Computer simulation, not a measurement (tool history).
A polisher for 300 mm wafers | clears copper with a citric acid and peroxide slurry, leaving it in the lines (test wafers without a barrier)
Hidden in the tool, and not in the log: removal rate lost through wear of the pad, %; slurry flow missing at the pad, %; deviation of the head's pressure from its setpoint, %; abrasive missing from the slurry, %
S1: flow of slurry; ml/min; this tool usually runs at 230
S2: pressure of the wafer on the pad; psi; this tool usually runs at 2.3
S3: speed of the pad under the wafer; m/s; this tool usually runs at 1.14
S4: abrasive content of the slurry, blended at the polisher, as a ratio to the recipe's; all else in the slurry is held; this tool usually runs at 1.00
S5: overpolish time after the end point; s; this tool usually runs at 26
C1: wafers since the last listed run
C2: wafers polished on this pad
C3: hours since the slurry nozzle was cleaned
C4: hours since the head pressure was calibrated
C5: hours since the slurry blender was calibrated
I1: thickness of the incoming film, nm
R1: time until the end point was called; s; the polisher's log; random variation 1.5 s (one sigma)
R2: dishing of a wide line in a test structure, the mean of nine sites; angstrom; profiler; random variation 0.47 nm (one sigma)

run 1 hour=0.0 | S1=230 S2=2.3 S3=1.14 S4=1.00 S5=26 | C1=0 C2=78 C3=191.4 C4=389.8 C5=146.2 | I1=235.6 | R1=134.4 R2=281
run 2 hour=23.6 | S1=230 S2=2.3 S3=1.14 S4=1.00 S5=26 | C1=115 C2=193 C3=215.0 C4=413.4 C5=169.8 | I1=236.2 | R1=133.2 R2=287
-- hour=55.1 slurry nozzle cleaned
run 3 hour=58.2 | S1=230 S2=2.3 S3=1.14 S4=1.00 S5=26 | C1=163 C2=356 C3=3.1 C4=448.0 C5=204.4 | I1=236.4 | R1=131.6 R2=285
run 4 hour=71.8 | S1=230 S2=2.3 S3=1.14 S4=1.00 S5=26 | C1=66 C2=423 C3=16.7 C4=461.6 C5=218.0 | I1=236.8 | R1=131.8 R2=287
run 5 hour=86.8 | S1=230 S2=2.3 S3=1.14 S4=1.00 S5=26 | C1=73 C2=496 C3=31.7 C4=476.6 C5=233.0 | I1=234.3 | R1=130.6 R2=278
run 6 hour=116.8 | S1=230 S2=2.3 S3=1.14 S4=1.00 S5=26 | C1=146 C2=642 C3=61.7 C4=506.6 C5=263.0 | I1=236.0 | R1=132.5 R2=283
-- hour=128.1 head pressure recalibrated
-- hour=131.0 worn pad replaced by a new one
run 7 hour=146.8 | S1=295 S2=2.3 S3=1.14 S4=1.00 S5=26 | C1=122 C2=76 C3=91.7 C4=18.7 C5=293.0 | I1=233.9 | R1=130.0 R2=288
run 8 hour=162.1 | S1=295 S2=2.3 S3=1.14 S4=1.00 S5=26 | C1=74 C2=151 C3=107.0 C4=34.0 C5=308.3 | I1=235.0 | R1=131.6 R2=290
run 9 hour=182.8 | S1=230 S2=2.3 S3=1.46 S4=1.30 S5=13 | C1=100 C2=252 C3=127.7 C4=54.7 C5=329.0 | I1=231.0 | R1=96.0 R2=206
run 10 hour=213.0 | S1=185 S2=2.8 S3=1.14 S4=1.00 S5=12 | C1=147 C2=399 C3=157.9 C4=84.9 C5=359.2 | I1=235.2 | R1=110.9 R2=171
run 11 hour=237.1 | S1=295 S2=2.3 S3=1.14 S4=1.00 S5=26 | C1=117 C2=517 C3=182.0 C4=109.0 C5=383.3 | I1=235.8 | R1=130.5 R2=295
run 12 hour=250.9 | S1=230 S2=2.3 S3=1.14 S4=0.85 S5=26 | C1=67 C2=584 C3=195.8 C4=122.8 C5=397.1 | I1=234.3 | R1=135.8 R2=281
-- hour=260.1 worn pad replaced by a new one
-- hour=282.6 slurry blender recalibrated
run 13 hour=283.1 | S1=230 S2=2.3 S3=1.14 S4=1.00 S5=26 | C1=127 C2=102 C3=228.0 C4=155.0 C5=0.5 | I1=232.9 | R1=127.2 R2=289
-- hour=286.5 slurry nozzle cleaned
run 14 hour=303.1 | S1=230 S2=2.3 S3=1.14 S4=1.00 S5=16 | C1=92 C2=194 C3=16.6 C4=175.0 C5=20.5 | I1=236.6 | R1=134.4 R2=186
run 15 hour=333.1 | S1=230 S2=1.9 S3=1.14 S4=1.00 S5=26 | C1=146 C2=341 C3=46.6 C4=205.0 C5=50.5 | I1=232.2 | R1=155.1 R2=245
run 16 hour=365.5 | S1=230 S2=2.3 S3=1.46 S4=1.30 S5=13 | C1=157 C2=499 C3=79.0 C4=237.4 C5=82.9 | I1=232.3 | R1=96.9 R2=205

Alternative continuations, all from the tool just after run 16; predict every row:
run A hour=366.0 | S1=230 S2=2.3 S3=1.14 S4=1.00 S5=26 | C1=2 C2=501 C3=79.5 C4=237.9 C5=83.4 | I1=233.3 | R1=? R2=?
run B hour=366.0 | S1=230 S2=2.7 S3=1.14 S4=0.90 S5=35 | C1=2 C2=501 C3=79.5 C4=237.9 C5=83.4 | I1=233.3 | R1=? R2=?
run C hour=366.0 | S1=230 S2=3.0 S3=1.14 S4=0.80 S5=26 | C1=2 C2=501 C3=79.5 C4=237.9 C5=83.4 | I1=233.3 | R1=? R2=?

run=A R1=130.0 R2=285
run=B R1=113.8 R2=398
run=C R1=105.3 R2=340
Stripped of hidden state, with their random variation kept, the same runs would have yielded:
run=A R1=130.0 R2=285
run=B R1=113.8 R2=398
run=C R1=105.3 R2=340
